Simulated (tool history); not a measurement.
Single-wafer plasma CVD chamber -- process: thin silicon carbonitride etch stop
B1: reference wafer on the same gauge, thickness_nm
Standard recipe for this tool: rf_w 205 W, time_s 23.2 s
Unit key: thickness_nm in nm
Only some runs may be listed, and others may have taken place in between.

Run 1, day 0.000: usual settings; B1 15.694. Result: thickness_nm 13.229 nm.
Run 2, day 0.254: usual settings; B1 15.694. Result: thickness_nm 13.188 nm.
Run 3, day 0.746: usual settings; B1 15.699. Result: thickness_nm 13.213 nm.
Run 4, day 1.300: usual settings; B1 15.691. Result: thickness_nm 13.193 nm.
Run 5, day 1.825: usual settings; B1 15.700. Result: thickness_nm 13.266 nm.
Run 6, day 2.212: usual settings; B1 15.686. Result: thickness_nm 13.238 nm.
Run 7, day 2.821: usual settings; B1 15.696. Result: thickness_nm 13.234 nm.
Run 8, day 3.150: usual settings; B1 15.703. Result: thickness_nm 13.232 nm.
Run 9, day 3.467: usual settings but time_s 24.3 s; B1 15.699. Result: thickness_nm 13.850 nm.
Run 10, day 3.725: usual settings but time_s 24.3 s; B1 15.691. Result: thickness_nm 13.834 nm.
Run 11, day 4.429: usual settings but time_s 24.3 s; B1 15.699. Result: thickness_nm 13.829 nm.
Run 12, day 4.871: usual settings; B1 15.703. Result: thickness_nm 13.202 nm.
Run 13, day 5.492: usual settings but time_s 20.6 s; B1 15.695. Result: thickness_nm 11.715 nm.
At day 6.204: RF generator calibrated.
Run 14, day 6.225: usual settings but rf_w 230 W, time_s 19.5 s; B1 15.705. Result: thickness_nm 11.860 nm.
Run 15, day 6.767: usual settings but rf_w 230 W, time_s 19.5 s; B1 15.692. Result: thickness_nm 11.815 nm.
Run 16, day 7.129: usual settings but rf_w 235 W; B1 15.702. Result: thickness_nm 14.109 nm.
At day 7.658: showerhead replaced.
Run 17, day 7.679: usual settings; B1 15.703. Result: thickness_nm 13.554 nm.
Run 18, day 8.008: usual settings; B1 15.705. Result: thickness_nm 13.521 nm.
At day 8.196: gauge calibrated.
Run 19, day 8.362: usual settings but rf_w 245 W, time_s 21.1 s; B1 15.705. Result: thickness_nm 12.972 nm.
Run 20, day 8.758: usual settings; B1 15.692. Result: thickness_nm 13.542 nm.
Run 21, day 9.083: usual settings but rf_w 190 W, time_s 19.0 s; B1 15.706. Result: thickness_nm 10.826 nm.
Run 22, day 9.654: usual settings; B1 15.699. Result: thickness_nm 13.555 nm.
Run 23, day 10.342: usual settings but time_s 20.9 s; B1 15.699. Result: thickness_nm 12.196 nm.
Run 24, day 10.750: usual settings but rf_w 170 W; B1 15.703. Result: thickness_nm 12.765 nm.
Run 25, day 11.292: usual settings but rf_w 170 W, time_s 27.6 s; B1 15.696. Result: thickness_nm 15.166 nm.
Run 26, day 11.879: usual settings but rf_w 190 W, time_s 25.4 s; B1 15.700. Result: thickness_nm 14.418 nm.
Run 27, day 12.596: usual settings; B1 15.690. Result: thickness_nm 13.479 nm.
Run 28, day 13.075: usual settings but rf_w 170 W, time_s 21.3 s; B1 15.703. Result: thickness_nm 11.690 nm.
Run 29, day 13.575: usual settings; B1 15.692. Result: thickness_nm 13.464 nm.
Run 30, day 14.092: usual settings but rf_w 235 W, time_s 26.5 s; B1 15.697. Result: thickness_nm 16.068 nm.
Run 31, day 14.767: usual settings; B1 15.706. Result: thickness_nm 13.435 nm.
At day 15.196: thermocouple changed; heater temperature recalibrated.
Run 32, day 15.217: usual settings but rf_w 235 W, time_s 26.5 s; B1 15.689. Result: thickness_nm 16.048 nm.
Run 33, day 15.767: usual settings but rf_w 235 W, time_s 26.6 s; B1 15.696. Result: thickness_nm 16.090 nm.
Run 34, day 17.450: usual settings but rf_w 220 W, time_s 27.6 s; B1 15.701. Result: thickness_nm 16.315 nm.
Run 35, day 18.192: usual settings but rf_w 180 W, time_s 25.8 s; B1 15.706. Result: thickness_nm 14.361 nm.
Run 36, day 19.796: usual settings but rf_w 240 W; B1 15.712. Result: thickness_nm 14.050 nm.

Selected run-to-run steps in thickness_nm, each split into two signed amounts: the part the tool would show with no hidden state at all (from settings, incoming material and random variation), and the remainder, which goes to the hidden state together with any gauge scatter not common to the measured and the hidden-state-free results:
Hidden conditions of the tool in this case: wafer temperature above the value expected at the setpoint (K); delivered RF power above the setpoint (%); gauge reads high (%).
Run 12 -> 13: time_s 23.2 -> 20.6. thickness_nm -1.487 nm: hidden state +0.041, all else -1.528.
Run 13 -> 14: rf_w 205 -> 230, time_s 20.6 -> 19.5, RF generator calibrated. thickness_nm +0.145 nm: hidden state +0.315, all else -0.170.
Run 20 -> 21: rf_w 205 -> 190, time_s 23.2 -> 19.0. thickness_nm -2.716 nm: hidden state +0.007, all else -2.723.
Run 21 -> 22: rf_w 190 -> 205, time_s 19.0 -> 23.2. thickness_nm +2.729 nm: hidden state -0.019, all else +2.748.
Run 30 -> 31: rf_w 235 -> 205, time_s 26.5 -> 23.2. thickness_nm -2.633 nm: hidden state +0.016, all else -2.649.
Run 31 -> 32: rf_w 205 -> 235, time_s 23.2 -> 26.5, thermocouple changed; heater temperature recalibrated. thickness_nm +2.613 nm: hidden state -0.031, all else +2.644.
